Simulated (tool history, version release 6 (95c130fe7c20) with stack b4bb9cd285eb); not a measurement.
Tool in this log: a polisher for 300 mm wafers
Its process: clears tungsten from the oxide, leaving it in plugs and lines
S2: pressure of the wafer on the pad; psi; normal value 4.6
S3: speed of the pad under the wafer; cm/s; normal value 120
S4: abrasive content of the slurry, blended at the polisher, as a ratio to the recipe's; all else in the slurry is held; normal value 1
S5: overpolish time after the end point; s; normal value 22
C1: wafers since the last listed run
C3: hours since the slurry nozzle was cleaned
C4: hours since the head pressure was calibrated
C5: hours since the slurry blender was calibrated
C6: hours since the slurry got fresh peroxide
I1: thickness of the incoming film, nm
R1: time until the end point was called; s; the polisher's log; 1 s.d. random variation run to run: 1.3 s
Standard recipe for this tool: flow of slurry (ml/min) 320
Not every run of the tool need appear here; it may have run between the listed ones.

run 1 hour=0 | flow_of_slurry_(ml/min)=320 S2=4.6 S3=120 S4=1 S5=22 | C1=0 wafers_polished_on_this_pad=2721 C3=537.8 C4=41 C5=387.8 C6=344.6 | I1=545 | R1=81.6
run 2 hour=39.8 | flow_of_slurry_(ml/min)=320 S2=4.6 S3=92 S4=1 S5=19 | C1=245 wafers_polished_on_this_pad=2967 C3=577.6 C4=80.8 C5=427.6 C6=384.4 | I1=538.2 | R1=105.2
run 3 hour=100.5 | flow_of_slurry_(ml/min)=400 S2=5.9 S3=120 S4=1 S5=19 | C1=374 wafers_polished_on_this_pad=3341 C3=638.3 C4=141.5 C5=488.3 C6=445.1 | I1=536 | R1=63.1
-- hour=119.7 worn pad replaced by a new one
-- hour=148.3 slurry blender recalibrated
run 4 hour=159.9 | flow_of_slurry_(ml/min)=320 S2=5 S3=120 S4=1 S5=22 | C1=329 wafers_polished_on_this_pad=235 C3=697.7 C4=200.9 C5=11.6 C6=504.5 | I1=540.8 | R1=72.2
-- hour=189 slurry tank refilled with fresh slurry and peroxide
-- hour=221.6 slurry nozzle cleaned
run 5 hour=231.1 | flow_of_slurry_(ml/min)=320 S2=4.6 S3=78 S4=1 S5=22 | C1=426 wafers_polished_on_this_pad=661 C3=9.5 C4=272.1 C5=82.8 C6=42.1 | I1=535.4 | R1=115.2
run 6 hour=280.5 | flow_of_slurry_(ml/min)=255 S2=3.8 S3=120 S4=1.2 S5=22 | C1=304 wafers_polished_on_this_pad=965 C3=58.9 C4=321.5 C5=132.2 C6=91.5 | I1=541.7 | R1=92
run 7 hour=335 | flow_of_slurry_(ml/min)=320 S2=5.7 S3=82 S4=1 S5=27 | C1=335 wafers_polished_on_this_pad=1301 C3=113.4 C4=376 C5=186.7 C6=146 | I1=534.2 | R1=89.5
run 8 hour=371.4 | flow_of_slurry_(ml/min)=320 S2=5.1 S3=120 S4=1 S5=22 | C1=224 wafers_polished_on_this_pad=1526 C3=149.8 C4=412.4 C5=223.1 C6=182.4 | I1=543.9 | R1=72
run 9 hour=438.1 | flow_of_slurry_(ml/min)=390 S2=5.4 S3=160 S4=1 S5=22 | C1=410 wafers_polished_on_this_pad=1937 C3=216.5 C4=479.1 C5=289.8 C6=249.1 | I1=540.1 | R1=51.2
-- hour=493.2 head pressure recalibrated
run 10 hour=497.1 | flow_of_slurry_(ml/min)=400 S2=4.6 S3=84 S4=1 S5=22 | C1=351 wafers_polished_on_this_pad=2288 C3=275.5 C4=3.9 C5=348.8 C6=308.1 | I1=539.1 | R1=106.4
run 11 hour=538.1 | flow_of_slurry_(ml/min)=230 S2=3.1 S3=120 S4=0.8 S5=26 | C1=252 wafers_polished_on_this_pad=2540 C3=316.5 C4=44.9 C5=389.8 C6=349.1 | I1=537.3 | R1=131.1
run 12 hour=562.7 | flow_of_slurry_(ml/min)=240 S2=5.5 S3=120 S4=1 S5=22 | C1=151 wafers_polished_on_this_pad=2692 C3=341.1 C4=69.5 C5=414.4 C6=373.7 | I1=538.7 | R1=69.8
-- hour=583.3 worn pad replaced by a new one
run 13 hour=626.8 | flow_of_slurry_(ml/min)=320 S2=4.6 S3=120 S4=1 S5=22 | C1=370 wafers_polished_on_this_pad=267 C3=405.2 C4=133.6 C5=478.5 C6=437.8 | I1=542.8 | R1=86
run 14 hour=652 | flow_of_slurry_(ml/min)=255 S2=4.6 S3=120 S4=1 S5=22 | C1=155 wafers_polished_on_this_pad=423 C3=430.4 C4=158.8 C5=503.7 C6=463 | I1=536.3 | R1=83.9

For run 15, what comes out?
run 15 hour=701.5 | flow_of_slurry_(ml/min)=320 S2=4.6 S3=120 S4=1 S5=22 | C1=305 wafers_polished_on_this_pad=728 C3=479.9 C4=208.3 C5=553.2 C6=512.5 | I1=536 | R1=?

{"run 15": {"R1": 86}}
On a tool with no hidden condition, and with the same random variation, this run would have come out at R1 76.5 s.
